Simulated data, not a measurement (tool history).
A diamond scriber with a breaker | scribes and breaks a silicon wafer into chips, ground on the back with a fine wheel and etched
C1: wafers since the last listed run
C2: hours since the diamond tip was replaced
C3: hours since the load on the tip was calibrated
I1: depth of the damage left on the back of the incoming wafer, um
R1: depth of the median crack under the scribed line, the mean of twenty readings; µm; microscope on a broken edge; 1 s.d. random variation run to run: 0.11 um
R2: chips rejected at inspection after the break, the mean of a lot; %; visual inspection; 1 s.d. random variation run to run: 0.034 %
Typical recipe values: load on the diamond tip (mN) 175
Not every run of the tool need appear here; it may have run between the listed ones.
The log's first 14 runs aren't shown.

run 15 day=37.142 | load_on_the_diamond_tip_(mN)=175 | C1=43 C2=361.7 C3=1146.2 | I1=0.48 | R1=9.29 R2=1.18
run 16 day=38.85 | load_on_the_diamond_tip_(mN)=175 | C1=47 C2=402.7 C3=1187.2 | I1=0.75 | R1=9.3 R2=1.42
run 17 day=41.946 | load_on_the_diamond_tip_(mN)=125 | C1=85 C2=477 C3=1261.5 | I1=0.45 | R1=6.56 R2=22.11
run 18 day=45.908 | load_on_the_diamond_tip_(mN)=202 | C1=109 C2=572.1 C3=1356.6 | I1=0.69 | R1=10.3 R2=0.67
run 19 day=49.921 | load_on_the_diamond_tip_(mN)=151 | C1=111 C2=668.4 C3=1452.9 | I1=0.38 | R1=7.77 R2=9.78
run 20 day=53.367 | load_on_the_diamond_tip_(mN)=175 | C1=95 C2=751.1 C3=1535.6 | I1=0.54 | R1=8.68 R2=2.89
-- day=55.267 diamond tip replaced by a new one
-- day=55.433 load on the tip recalibrated
run 21 day=60.596 | load_on_the_diamond_tip_(mN)=212 | C1=195 C2=127.9 C3=123.9 | I1=0.37 | R1=11.73 R2=4.79
run 22 day=63.217 | load_on_the_diamond_tip_(mN)=196 | C1=72 C2=190.8 C3=186.8 | I1=0.75 | R1=11.15 R2=1.93
run 23 day=66.796 | load_on_the_diamond_tip_(mN)=155 | C1=99 C2=276.7 C3=272.7 | I1=0.38 | R1=9.03 R2=2.25
run 24 day=69.938 | load_on_the_diamond_tip_(mN)=175 | C1=87 C2=352.1 C3=348.1 | I1=0.7 | R1=10.22 R2=0.54
run 25 day=72.583 | load_on_the_diamond_tip_(mN)=214 | C1=73 C2=415.6 C3=411.6 | I1=0.3 | R1=11.73 R2=4.98
run 26 day=77.012 | load_on_the_diamond_tip_(mN)=193 | C1=122 C2=521.9 C3=517.9 | I1=0.4 | R1=10.93 R2=1.53
run 27 day=78.8 | load_on_the_diamond_tip_(mN)=160 | C1=49 C2=564.8 C3=560.8 | I1=0.43 | R1=9.09 R2=1.66
run 28 day=80.508 | load_on_the_diamond_tip_(mN)=193 | C1=47 C2=605.8 C3=601.8 | I1=0.57 | R1=10.84 R2=1.36
run 29 day=83.054 | load_on_the_diamond_tip_(mN)=175 | C1=70 C2=666.9 C3=662.9 | I1=0.69 | R1=9.85 R2=0.63
run 30 day=84.9 | load_on_the_diamond_tip_(mN)=175 | C1=51 C2=711.2 C3=707.2 | I1=0.65 | R1=9.74 R2=0.58
-- day=90.896 diamond tip replaced by a new one
run 31 day=98.038 | load_on_the_diamond_tip_(mN)=203 | C1=362 C2=171.4 C3=1022.5 | I1=0.48 | R1=10.93 R2=1.62
run 32 day=101.442 | load_on_the_diamond_tip_(mN)=223 | C1=94 C2=253.1 C3=1104.2 | I1=0.35 | R1=11.91 R2=3.81
run 33 day=103.712 | load_on_the_diamond_tip_(mN)=175 | C1=63 C2=307.6 C3=1158.7 | I1=0.67 | R1=9.5 R2=1.08

Here are 3 independent what-if runs from the current tool condition. What would each one return?
run A day=103.742 | load_on_the_diamond_tip_(mN)=175 | C1=0 C2=308.3 C3=1159.4 | I1=0.75 | R1=? R2=?
run B day=103.742 | load_on_the_diamond_tip_(mN)=162 | C1=0 C2=308.3 C3=1159.4 | I1=0.75 | R1=? R2=?
run C day=103.742 | load_on_the_diamond_tip_(mN)=205 | C1=0 C2=308.3 C3=1159.4 | I1=0.75 | R1=? R2=?

run=A R1=9.37 R2=1.22
run=B R1=8.71 R2=3.31
run=C R1=10.82 R2=1.46
What these runs would have given with no unlogged condition in the tool:
run=A R1=10.01 R2=0.6
run=B R1=9.3 R2=1.37
run=C R1=11.55 R2=3.48
